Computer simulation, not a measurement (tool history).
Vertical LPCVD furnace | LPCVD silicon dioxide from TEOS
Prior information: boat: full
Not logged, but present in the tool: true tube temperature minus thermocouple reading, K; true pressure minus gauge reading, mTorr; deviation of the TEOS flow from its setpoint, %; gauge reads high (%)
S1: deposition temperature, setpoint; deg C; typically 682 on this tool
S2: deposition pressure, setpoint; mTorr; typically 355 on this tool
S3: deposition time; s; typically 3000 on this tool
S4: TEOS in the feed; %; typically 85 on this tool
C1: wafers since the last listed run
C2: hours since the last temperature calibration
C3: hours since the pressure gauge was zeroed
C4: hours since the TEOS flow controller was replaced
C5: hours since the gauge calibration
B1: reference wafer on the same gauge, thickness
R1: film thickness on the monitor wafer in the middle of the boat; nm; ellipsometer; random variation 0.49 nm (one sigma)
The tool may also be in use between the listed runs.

Run 1, hour 0: usual settings; C1 0; C2 2010.9; C3 3398.3; C4 6804.2; C5 47; B1 295.1. Result: R1 336.37 nm.
Run 2, hour 17.3: usual settings; C1 196; C2 2028.2; C3 3415.6; C4 6821.5; C5 64.3; B1 295.04. Result: R1 337.3 nm.
Run 3, hour 32.2: usual settings; C1 169; C2 2043.1; C3 3430.5; C4 6836.4; C5 79.2; B1 295.01. Result: R1 337.45 nm.
Run 4, hour 44.8: usual settings but S3 2070 s; C1 143; C2 2055.7; C3 3443.1; C4 6849; C5 91.8; B1 295.08. Result: R1 232.82 nm.
Run 5, hour 51.9: usual settings; C1 80; C2 2062.8; C3 3450.2; C4 6856.1; C5 98.9; B1 295.18. Result: R1 337.16 nm.
At hour 81.5: TEOS flow controller replaced.
Run 6, hour 82: usual settings but S3 2190 s; C1 69; C2 2092.9; C3 3480.3; C4 0.5; C5 129; B1 295.11. Result: R1 246.5 nm.
Run 7, hour 86.1: usual settings but S3 2190 s; C1 15; C2 2097; C3 3484.4; C4 4.6; C5 133.1; B1 295.1. Result: R1 246.42 nm.
At hour 107.3: pressure gauge zeroed.
At hour 108.4: gauge calibrated.
At hour 114.2: thermocouples replaced and temperature profile calibrated.
Run 8, hour 114.7: usual settings but S1 693 deg C, S2 440 mTorr, S3 3810 s, S4 93 %; C1 5; C2 0.5; C3 7.4; C4 33.2; C5 6.3; B1 294.94. Result: R1 583.17 nm.
Run 9, hour 118.9: usual settings but S4 75 %; C1 47; C2 4.7; C3 11.6; C4 37.4; C5 10.5; B1 295.01. Result: R1 284.88 nm.
Run 10, hour 135.9: usual settings but S4 94 %; C1 192; C2 21.7; C3 28.6; C4 54.4; C5 27.5; B1 295.08. Result: R1 318.96 nm.
Run 11, hour 152.5: usual settings but S1 693 deg C, S2 440 mTorr, S3 3810 s, S4 93 %; C1 188; C2 38.3; C3 45.2; C4 71; C5 44.1; B1 294.96. Result: R1 583.33 nm.
Run 12, hour 160.6: usual settings but S4 95 %; C1 91; C2 46.4; C3 53.3; C4 79.1; C5 52.2; B1 295.07. Result: R1 321.09 nm.
Run 13, hour 178.4: usual settings; C1 202; C2 64.2; C3 71.1; C4 96.9; C5 70; B1 294.86. Result: R1 303.89 nm.
Run 14, hour 186.2: usual settings but S1 692 deg C, S2 400 mTorr; C1 88; C2 72; C3 78.9; C4 104.7; C5 77.8; B1 295. Result: R1 408.56 nm.

Each row is a separate what-if for the run after 14, all from the same tool condition, not one after another. Results?
Run A, hour 190.4: usual settings but S1 676 deg C; C1 47; C2 76.2; C3 83.1; C4 108.9; C5 82; B1 ?. Result: R1 ?.
Run B, hour 190.4: usual settings but S1 670 deg C; C1 47; C2 76.2; C3 83.1; C4 108.9; C5 82; B1 ?. Result: R1 ?.
Run C, hour 190.4: usual settings but S1 690 deg C, S2 430 mTorr, S3 3960 s; C1 47; C2 76.2; C3 83.1; C4 108.9; C5 82; B1 ?. Result: R1 ?.

run      B1      R1
  A  295.09  262.65
  B  295.09  226.59
  C  295.09  534.65
Without the tool's unlogged condition, the same runs would have read:
run      R1
  A  261.67
  B  225.73
  C  532.71

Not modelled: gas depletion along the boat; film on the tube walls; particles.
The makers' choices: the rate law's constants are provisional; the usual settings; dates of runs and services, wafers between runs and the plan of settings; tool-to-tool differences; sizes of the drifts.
